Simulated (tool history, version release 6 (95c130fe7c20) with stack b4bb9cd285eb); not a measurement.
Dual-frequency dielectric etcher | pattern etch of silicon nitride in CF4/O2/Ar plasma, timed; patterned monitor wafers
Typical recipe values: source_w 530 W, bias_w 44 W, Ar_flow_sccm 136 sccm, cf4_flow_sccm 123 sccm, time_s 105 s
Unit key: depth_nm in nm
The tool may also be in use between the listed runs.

| run | hour | source_w | bias_w | Ar_flow_sccm | cf4_flow_sccm | time_s | read-back reference wafer on the same gauge, depth_nm | depth_nm |
|---|---|---|---|---|---|---|---|---|
| 1 | 0 | 530 | 44 | 136 | 123 | 105 | 154.7 | 195.9 |
| 2 | 107 | 530 | 36 | 136 | 123 | 105 | 155.1 | 180.1 |
|  | 166.2 | source power generator calibrated |
| 3 | 166.7 | 530 | 36 | 136 | 123 | 105 | 154.8 | 175.4 |
|  | 206.8 | wet clean of the chamber |
| 4 | 225.6 | 430 | 49 | 155 | 123 | 105 | 154.9 | 177 |
| 5 | 313.7 | 530 | 54 | 163 | 123 | 105 | 154.9 | 205.6 |
|  | 352.2 | CF4 flow controller replaced |
|  | 352.9 | upper electrode replaced |
| 6 | 403.6 | 530 | 44 | 136 | 123 | 105 | 155 | 193.2 |
| 7 | 477.3 | 530 | 44 | 136 | 123 | 105 | 154.9 | 191.9 |
|  | 498.8 | Ar flow controller replaced |
|  | 551.9 | gauge calibrated |
| 8 | 561.5 | 640 | 40 | 136 | 150 | 128.5 | 154.8 | 258.6 |
| 9 | 641 | 530 | 50 | 136 | 123 | 105 | 155.1 | 206.6 |
| 10 | 678.2 | 530 | 44 | 136 | 123 | 105 | 155.2 | 193.3 |
|  | 749.9 | wet clean of the chamber |
|  | 781.7 | bias power generator calibrated |
| 11 | 782.2 | 530 | 44 | 136 | 136 | 91 | 155.1 | 169.1 |
| 12 | 817.8 | 530 | 44 | 136 | 123 | 105 | 155.1 | 194 |
| 13 | 884.5 | 650 | 44 | 106 | 96 | 131 | 154.9 | 274.1 |
| 14 | 958.7 | 530 | 44 | 136 | 123 | 121 | 155.2 | 222.2 |
| 15 | 1035.9 | 530 | 44 | 136 | 106 | 105 | 155 | 189 |
| 16 | 1097.3 | 640 | 44 | 127 | 96 | 105 | 155.1 | 210.4 |
| 17 | 1164.3 | 610 | 38 | 157 | 123 | 105 | 155.2 | 190.2 |
| 18 | 1207.7 | 530 | 39 | 163 | 93 | 121 | 155.1 | 194.4 |
|  | 1242.5 | wet clean of the chamber |
| 19 | 1254.3 | 530 | 41 | 165 | 123 | 105 | 154.9 | 180.2 |
| 20 | 1339.6 | 530 | 44 | 136 | 123 | 105 | 155 | 194 |
| 21 | 1401 | 530 | 44 | 136 | 123 | 105 | 155 | 194.8 |

The tool's hidden state at each run:
etch rate over this chamber's usual, %: 0 in every run
bias power that arrives over what is set, %: 0 in every run
Ar flow that arrives over what is set, %: 0 in every run
CF4 flow that arrives over what is set, %: 0 in every run
gauge reads high (%): 0 in every run
H1: source power that arrives over what is set, %
| run | H1 |
|---|---|
| 1 | 4.77 |
| 2 | 4.9 |
| 3 | -0.124 |
| 4 | -0.0542 |
| 5 | 0.05 |
| 6 | 0.156 |
| 7 | 0.243 |
| 8 | 0.343 |
| 9 | 0.437 |
| 10 | 0.481 |
| 11 | 0.604 |
| 12 | 0.646 |
| 13 | 0.725 |
| 14 | 0.812 |
| 15 | 0.904 |
| 16 | 0.976 |
| 17 | 1.06 |
| 18 | 1.11 |
| 19 | 1.16 |
| 20 | 1.26 |
| 21 | 1.34 |

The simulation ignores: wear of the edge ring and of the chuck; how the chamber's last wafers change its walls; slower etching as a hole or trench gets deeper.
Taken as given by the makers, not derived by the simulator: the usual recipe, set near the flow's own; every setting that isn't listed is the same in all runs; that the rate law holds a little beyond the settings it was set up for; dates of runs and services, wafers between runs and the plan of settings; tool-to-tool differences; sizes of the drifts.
